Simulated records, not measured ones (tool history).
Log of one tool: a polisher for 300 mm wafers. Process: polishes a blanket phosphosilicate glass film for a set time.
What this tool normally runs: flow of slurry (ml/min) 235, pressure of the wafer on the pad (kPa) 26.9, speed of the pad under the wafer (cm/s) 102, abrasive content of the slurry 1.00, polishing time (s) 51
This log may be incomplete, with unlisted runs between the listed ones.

| run | hour | flow of slurry (ml/min) | pressure of the wafer on the pad (kPa) | speed of the pad under the wafer (cm/s) | abrasive content of the slurry | polishing time (s) | wafers since the last listed run | wafers polished on this pad | hours since the slurry nozzle was cleaned | hours since the head pressure was calibrated | hours since the slurry blender was calibrated | hours since the conditioning disc was replaced | incoming thickness of the incoming film, nm | film removed (nm) |
|---|---|---|---|---|---|---|---|---|---|---|---|---|---|---|
| 1 | 0.0 | 205 | 26.9 | 88 | 1.00 | 51 | 0 | 4528 | 483.8 | 458.2 | 512.3 | 303.1 | 1964.7 | 510.7 |
|  | 10.3 | slurry blender recalibrated |
|  | 47.7 | worn pad replaced by a new one |
|  | 52.9 | slurry nozzle cleaned |
| 2 | 92.0 | 235 | 26.9 | 102 | 1.00 | 51 | 1025 | 521 | 39.1 | 550.2 | 81.7 | 395.1 | 1971.5 | 578.4 |
| 3 | 155.7 | 220 | 26.9 | 102 | 1.00 | 51 | 768 | 1290 | 102.8 | 613.9 | 145.4 | 458.8 | 1929.4 | 564.0 |
|  | 196.1 | conditioning disc replaced and pad reconditioned |
| 4 | 229.2 | 235 | 31.7 | 102 | 1.00 | 51 | 862 | 2152 | 176.3 | 687.4 | 218.9 | 33.1 | 1984.4 | 736.1 |
|  | 237.0 | head pressure recalibrated |
| 5 | 297.2 | 235 | 31.7 | 102 | 1.00 | 51 | 796 | 2949 | 244.3 | 60.2 | 286.9 | 101.1 | 1988.7 | 683.5 |
| 6 | 379.8 | 235 | 31.7 | 102 | 1.00 | 51 | 996 | 3945 | 326.9 | 142.8 | 369.5 | 183.7 | 1981.9 | 696.9 |
| 7 | 419.2 | 235 | 26.9 | 94 | 1.00 | 51 | 475 | 4420 | 366.3 | 182.2 | 408.9 | 223.1 | 1936.3 | 559.8 |
|  | 433.1 | slurry blender recalibrated |
| 8 | 515.6 | 235 | 26.9 | 94 | 1.00 | 51 | 1138 | 5559 | 462.7 | 278.6 | 82.5 | 319.5 | 1970.4 | 544.7 |
|  | 563.6 | slurry nozzle cleaned |
|  | 567.1 | worn pad replaced by a new one |
|  | 622.6 | conditioning disc replaced and pad reconditioned |
| 9 | 775.6 | 235 | 26.9 | 78 | 1.00 | 51 | 3057 | 2490 | 212.0 | 538.6 | 342.5 | 153.0 | 1947.5 | 498.8 |
| 10 | 851.9 | 235 | 26.9 | 78 | 1.00 | 51 | 920 | 3411 | 288.3 | 614.9 | 418.8 | 229.3 | 1921.5 | 510.1 |
|  | 866.5 | slurry blender recalibrated |
| 11 | 901.5 | 235 | 26.9 | 102 | 1.00 | 51 | 574 | 3985 | 337.9 | 664.5 | 35.0 | 278.9 | 1918.8 | 610.3 |
| 12 | 988.9 | 235 | 26.9 | 102 | 1.00 | 51 | 1054 | 5039 | 425.3 | 751.9 | 122.4 | 366.3 | 1922.1 | 584.4 |
|  | 1072.1 | head pressure recalibrated |
|  | 1072.3 | worn pad replaced by a new one |
|  | 1089.9 | slurry nozzle cleaned |
|  | 1116.6 | conditioning disc replaced and pad reconditioned |
| 13 | 1218.9 | 235 | 26.9 | 102 | 1.00 | 51 | 2711 | 1732 | 129.0 | 146.8 | 352.4 | 102.3 | 1952.3 | 610.7 |
| 14 | 1309.8 | 235 | 26.9 | 94 | 1.00 | 51 | 1096 | 2828 | 219.9 | 237.7 | 443.3 | 193.2 | 1957.5 | 563.2 |
|  | 1393.8 | slurry blender recalibrated |
| 15 | 1394.2 | 270 | 34.5 | 82 | 0.80 | 51 | 994 | 3822 | 304.3 | 322.1 | 0.4 | 277.6 | 1919.7 | 568.4 |
| 16 | 1483.3 | 235 | 26.9 | 70 | 1.00 | 51 | 1074 | 4897 | 393.4 | 411.2 | 89.5 | 366.7 | 1995.7 | 442.7 |
|  | 1511.1 | slurry nozzle cleaned |
| 17 | 1556.8 | 235 | 26.9 | 102 | 1.00 | 51 | 874 | 5772 | 45.7 | 484.7 | 163.0 | 440.2 | 1954.6 | 566.4 |
|  | 1572.0 | worn pad replaced by a new one |
|  | 1598.6 | conditioning disc replaced and pad reconditioned |
| 18 | 1609.8 | 185 | 26.9 | 102 | 1.00 | 57 | 566 | 432 | 98.7 | 537.7 | 216.0 | 11.2 | 1949.2 | 690.3 |
| 19 | 1690.5 | 165 | 30.3 | 118 | 1.10 | 51 | 973 | 1405 | 179.4 | 618.4 | 296.7 | 91.9 | 1986.4 | 790.0 |
| 20 | 1764.9 | 235 | 19.3 | 102 | 1.20 | 61 | 897 | 2303 | 253.8 | 692.8 | 371.1 | 166.3 | 1927.3 | 605.6 |
|  | 1811.9 | head pressure recalibrated |
|  | 1831.9 | slurry blender recalibrated |
| 21 | 1859.1 | 235 | 35.2 | 114 | 1.00 | 58 | 1088 | 3391 | 348.0 | 47.2 | 27.2 | 260.5 | 1942.0 | 914.1 |
| 22 | 1900.9 | 235 | 29.6 | 102 | 1.25 | 51 | 504 | 3895 | 389.8 | 89.0 | 69.0 | 302.3 | 1965.0 | 686.0 |
|  | 1978.6 | slurry nozzle cleaned |
| 23 | 2004.2 | 175 | 26.9 | 72 | 0.90 | 51 | 1234 | 5129 | 25.6 | 192.3 | 172.3 | 405.6 | 1933.0 | 381.2 |
|  | 2017.5 | conditioning disc replaced and pad reconditioned |
|  | 2086.8 | worn pad replaced by a new one |
| 24 | 2106.1 | 290 | 17.9 | 68 | 1.00 | 51 | 1156 | 232 | 127.5 | 294.2 | 274.2 | 88.6 | 1907.4 | 300.8 |

Hidden state at the last listed run before each entry between runs and at the first one after, where it differs:
Run 1 -> run 2: slurry blender recalibrated (hour 10.3); worn pad replaced by a new one (hour 47.7); slurry nozzle cleaned (hour 52.9)
  deviation of the head's pressure from its setpoint, %: 1 -> 2.5; time polished since the conditioner stopped cutting, s: 93.6 -> 155
  measured minus no-state result, film removed (nm): -26.0 -> -50.5
Run 3 -> run 4: conditioning disc replaced and pad reconditioned (hour 196.1)
  deviation of the head's pressure from its setpoint, %: 3.69 -> 5.23; time polished since the conditioner stopped cutting, s: 207 -> 45.4
  measured minus no-state result, film removed (nm): -62.2 -> +7.2
Run 4 -> run 5: head pressure recalibrated (hour 237.0)
  deviation of the head's pressure from its setpoint, %: 5.23 -> 0.267; time polished since the conditioner stopped cutting, s: 45.4 -> 54.1
  measured minus no-state result, film removed (nm): +7.2 -> -30.7
Run 7 -> run 8: slurry blender recalibrated (hour 433.1)
  deviation of the head's pressure from its setpoint, %: 0.743 -> 1.46; time polished since the conditioner stopped cutting, s: 91.8 -> 142
  measured minus no-state result, film removed (nm): -31.3 -> -44.3
Run 8 -> run 9: slurry nozzle cleaned (hour 563.6); worn pad replaced by a new one (hour 567.1); conditioning disc replaced and pad reconditioned (hour 622.6)
  deviation of the head's pressure from its setpoint, %: 1.46 -> 4.88; time polished since the conditioner stopped cutting, s: 142 -> 74.9
  measured minus no-state result, film removed (nm): -44.3 -> +1.4
Run 10 -> run 11: slurry blender recalibrated (hour 866.5)
  deviation of the head's pressure from its setpoint, %: 6.29 -> 7.31; time polished since the conditioner stopped cutting, s: 103 -> 127
  measured minus no-state result, film removed (nm): -0.1 -> -14.5
Run 12 -> run 13: head pressure recalibrated (hour 1072.1); worn pad replaced by a new one (hour 1072.3); slurry nozzle cleaned (hour 1089.9); conditioning disc replaced and pad reconditioned (hour 1116.6)
  deviation of the head's pressure from its setpoint, %: 9.31 -> 0.753; time polished since the conditioner stopped cutting, s: 180 -> 30.8
  measured minus no-state result, film removed (nm): -24.8 -> -9.7
Run 14 -> run 15: slurry blender recalibrated (hour 1393.8)
  deviation of the head's pressure from its setpoint, %: 1.32 -> 2.08; time polished since the conditioner stopped cutting, s: 56.4 -> 94.2
  measured minus no-state result, film removed (nm): -14.9 -> -29.1
Run 16 -> run 17: slurry nozzle cleaned (hour 1511.1)
  deviation of the head's pressure from its setpoint, %: 3.13 -> 4.19; time polished since the conditioner stopped cutting, s: 149 -> 205
  measured minus no-state result, film removed (nm): -20.8 -> -59.3
Run 17 -> run 18: worn pad replaced by a new one (hour 1572.0); conditioning disc replaced and pad reconditioned (hour 1598.6)
  deviation of the head's pressure from its setpoint, %: 4.19 -> 5.06; time polished since the conditioner stopped cutting, s: 205 -> 32.9
  measured minus no-state result, film removed (nm): -59.3 -> +16.0
Run 20 -> run 21: head pressure recalibrated (hour 1811.9); slurry blender recalibrated (hour 1831.9)
  deviation of the head's pressure from its setpoint, %: 8.13 -> -1.43; time polished since the conditioner stopped cutting, s: 59.2 -> 97.5
  measured minus no-state result, film removed (nm): +25.8 -> -106.2
Run 22 -> run 23: slurry nozzle cleaned (hour 1978.6)
  deviation of the head's pressure from its setpoint, %: -1.34 -> -0.87; time polished since the conditioner stopped cutting, s: 120 -> 190
  measured minus no-state result, film removed (nm): -75.2 -> -41.6
Run 23 -> run 24: conditioning disc replaced and pad reconditioned (hour 2017.5); worn pad replaced by a new one (hour 2086.8)
  deviation of the head's pressure from its setpoint, %: -0.87 -> -0.0724; time polished since the conditioner stopped cutting, s: 190 -> 25.9
  measured minus no-state result, film removed (nm): -41.6 -> -3.0

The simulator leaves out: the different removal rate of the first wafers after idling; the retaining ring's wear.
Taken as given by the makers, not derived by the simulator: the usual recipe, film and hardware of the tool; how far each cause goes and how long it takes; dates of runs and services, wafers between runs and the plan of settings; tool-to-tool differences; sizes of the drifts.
